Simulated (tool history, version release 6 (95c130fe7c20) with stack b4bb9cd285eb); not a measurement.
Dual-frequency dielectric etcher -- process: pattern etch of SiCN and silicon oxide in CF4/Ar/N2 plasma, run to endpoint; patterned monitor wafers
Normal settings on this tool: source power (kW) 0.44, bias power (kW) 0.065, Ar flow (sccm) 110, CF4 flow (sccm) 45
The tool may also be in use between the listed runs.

| run | hour | source power (kW) | bias power (kW) | Ar flow (sccm) | CF4 flow (sccm) | incoming incoming film thickness, nm | endpoint time (s) |
|---|---|---|---|---|---|---|---|
| 1 | 0 | 0.44 | 0.065 | 110 | 45 | 16.99 | 24.4 |
| 2 | 41.6 | 0.44 | 0.065 | 110 | 45 | 16.92 | 24.3 |
| 3 | 108.4 | 0.44 | 0.065 | 110 | 45 | 17.11 | 24.6 |
| 4 | 152.6 | 0.44 | 0.065 | 110 | 45 | 16.85 | 24.3 |
|  | 172.5 | CF4 flow controller replaced |
| 5 | 179.8 | 0.44 | 0.065 | 110 | 45 | 16.9 | 24.2 |
| 6 | 210 | 0.44 | 0.065 | 110 | 45 | 16.9 | 24.3 |
|  | 239.1 | upper electrode replaced |
| 7 | 268.3 | 0.44 | 0.08 | 84 | 53 | 16.9 | 21 |
|  | 314.8 | wet clean of the chamber |
| 8 | 315.3 | 0.44 | 0.069 | 110 | 45 | 16.81 | 23.6 |
| 9 | 342.9 | 0.44 | 0.065 | 126 | 56 | 16.76 | 23.8 |
| 10 | 385.5 | 0.44 | 0.065 | 110 | 45 | 16.91 | 24.4 |
|  | 444.6 | source power generator calibrated |
| 11 | 445.1 | 0.44 | 0.057 | 124 | 45 | 16.89 | 25.3 |
| 12 | 487.8 | 0.51 | 0.072 | 110 | 37 | 16.97 | 21.6 |
| 13 | 561.7 | 0.41 | 0.06 | 119 | 45 | 17.02 | 25.6 |
|  | 575.4 | bias power generator calibrated |
| 14 | 629.5 | 0.44 | 0.065 | 110 | 45 | 16.81 | 23.5 |
| 15 | 692.4 | 0.37 | 0.065 | 110 | 55 | 16.89 | 25.5 |
|  | 737.2 | wet clean of the chamber |
| 16 | 762.6 | 0.41 | 0.06 | 119 | 45 | 16.76 | 25.7 |
| 17 | 830.2 | 0.36 | 0.065 | 110 | 45 | 16.83 | 26.6 |
| 18 | 887.1 | 0.44 | 0.059 | 95 | 49 | 16.87 | 23.8 |
| 19 | 949.9 | 0.44 | 0.074 | 110 | 36 | 16.81 | 23.5 |
| 20 | 984.2 | 0.44 | 0.065 | 110 | 45 | 16.82 | 24 |
| 21 | 1038.4 | 0.39 | 0.065 | 110 | 49 | 16.82 | 25.4 |
|  | 1102.4 | wet clean of the chamber |
| 22 | 1102.9 | 0.44 | 0.065 | 110 | 45 | 16.94 | 24 |
| 23 | 1141.8 | 0.37 | 0.065 | 110 | 45 | 16.91 | 26.6 |
| 24 | 1173.7 | 0.44 | 0.065 | 110 | 45 | 16.98 | 24.4 |

Branching from run 24: 4 alternative next runs. What would each branch give?
| A | 1174.1 | 0.44 | 0.065 | 110 | 45 | 16.79 | ? |
| B | 1174.1 | 0.38 | 0.06 | 137 | 50 | 16.79 | ? |
| C | 1174.1 | 0.44 | 0.065 | 135 | 40 | 16.79 | ? |
| D | 1174.1 | 0.52 | 0.065 | 110 | 53 | 16.79 | ? |

| run | endpoint time (s) |
|---|---|
| A | 23.7 |
| B | 27.3 |
| C | 25.1 |
| D | 21 |
Without the tool's hidden state the same runs would have given:
| run | endpoint time (s) |
|---|---|
| A | 23.2 |
| B | 26.7 |
| C | 24.6 |
| D | 20.5 |
